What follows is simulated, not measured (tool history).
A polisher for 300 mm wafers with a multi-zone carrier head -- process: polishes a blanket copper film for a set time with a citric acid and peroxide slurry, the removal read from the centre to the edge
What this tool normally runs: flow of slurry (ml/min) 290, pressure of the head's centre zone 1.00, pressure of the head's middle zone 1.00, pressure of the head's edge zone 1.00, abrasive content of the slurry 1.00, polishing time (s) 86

run	hour	flow of slurry (ml/min)	pressure of the head's centre zone	pressure of the head's middle zone	pressure of the head's edge zone	abrasive content of the slurry	polishing time (s)	wafers since the last listed run	wafers polished on this pad	hours since the slurry nozzle was cleaned	hours since the centre zone pressure was calibrated	hours since the edge zone pressure was calibrated	hours since the carrier head's membrane was replaced	incoming thickness of the incoming film, nm	film removed at the wafer's centre (angstrom)
1	0.0	290	1.00	1.00	1.00	1.00	86	0	786	85.9	415.9	1341.0	1166.3	576.6	1953
# hour 11.8: worn pad replaced by a new one
2	12.3	290	1.00	1.00	1.00	1.00	86	77	4	98.2	428.2	1353.3	1178.6	560.2	1986
3	26.8	290	1.00	1.00	1.00	1.00	86	136	141	112.7	442.7	1367.8	1193.1	580.2	1965
4	37.1	290	1.00	1.00	0.96	1.00	86	96	237	123.0	453.0	1378.1	1203.4	581.2	2001
5	55.0	290	1.00	1.00	0.96	1.00	86	168	406	140.9	470.9	1396.0	1221.3	572.3	1951
6	63.7	290	1.00	1.00	0.96	1.00	86	81	487	149.6	479.6	1404.7	1230.0	564.4	1980
7	71.0	290	0.96	1.00	1.00	1.00	86	68	556	156.9	486.9	1412.0	1237.3	569.8	1941
# hour 75.4: centre zone pressure recalibrated
8	80.7	290	0.96	1.00	1.00	1.00	86	72	628	166.6	5.3	1421.7	1247.0	559.3	1738
9	88.9	290	0.96	1.00	1.00	1.00	86	77	705	174.8	13.5	1429.9	1255.2	567.5	1739
10	96.3	365	1.00	1.00	1.00	0.90	86	69	775	182.2	20.9	1437.3	1262.6	572.3	1810
# hour 110.2: worn pad replaced by a new one
11	113.6	375	0.95	1.00	0.90	1.15	86	124	31	199.5	38.2	1454.6	1279.9	568.2	1821
# hour 116.1: slurry nozzle cleaned
12	126.9	290	0.90	0.93	1.00	1.00	86	115	147	10.8	51.5	1467.9	1293.2	580.8	1755
13	144.6	200	1.00	1.03	1.00	1.00	86	166	313	28.5	69.2	1485.6	1310.9	579.3	1745
# hour 163.1: carrier head's membrane replaced by a new one
14	163.6	290	1.00	1.00	1.00	1.00	86	131	445	47.5	88.2	1504.6	0.5	571.5	1872
# hour 172.5: edge zone pressure recalibrated
15	172.9	290	1.00	1.00	1.04	1.00	86	68	513	56.8	97.5	0.4	9.8	562.8	1837
16	190.2	290	1.00	1.00	1.00	1.00	86	162	676	74.1	114.8	17.7	27.1	576.8	1859
17	196.4	290	1.06	1.00	1.00	1.00	86	58	734	80.3	121.0	23.9	33.3	563.1	1932
# hour 213.9: worn pad replaced by a new one
18	214.4	290	1.00	1.00	1.00	1.00	86	131	4	98.3	139.0	41.9	51.3	580.0	1858
19	220.9	290	1.08	1.09	1.00	1.00	86	61	65	104.8	145.5	48.4	57.8	581.2	1917

List, for all runs, the conditions of the tool that the log does not record:
removal rate lost through wear of the pad, %: 0 at every run
deviation of the edge zone's pressure from its setpoint, %: 0 at every run
H1: slurry flow missing at the pad, %
H2: deviation of the centre zone's pressure from its setpoint, %
run	H1	H2
1	16.7	11.3
2	18.8	12
3	21.3	12.8
4	23	13.4
5	26.1	14.4
6	27.6	14.9
7	28.8	15.4
8	30.5	-0.397
9	31.9	-0.387
10	33.1	-0.371
11	36.1	-0.306
12	6.83	-0.23
13	9.85	-0.0947
14	13.1	0.0952
15	14.7	0.205
16	17.6	0.438
17	18.7	0.531
18	21.8	0.828
19	22.9	0.946

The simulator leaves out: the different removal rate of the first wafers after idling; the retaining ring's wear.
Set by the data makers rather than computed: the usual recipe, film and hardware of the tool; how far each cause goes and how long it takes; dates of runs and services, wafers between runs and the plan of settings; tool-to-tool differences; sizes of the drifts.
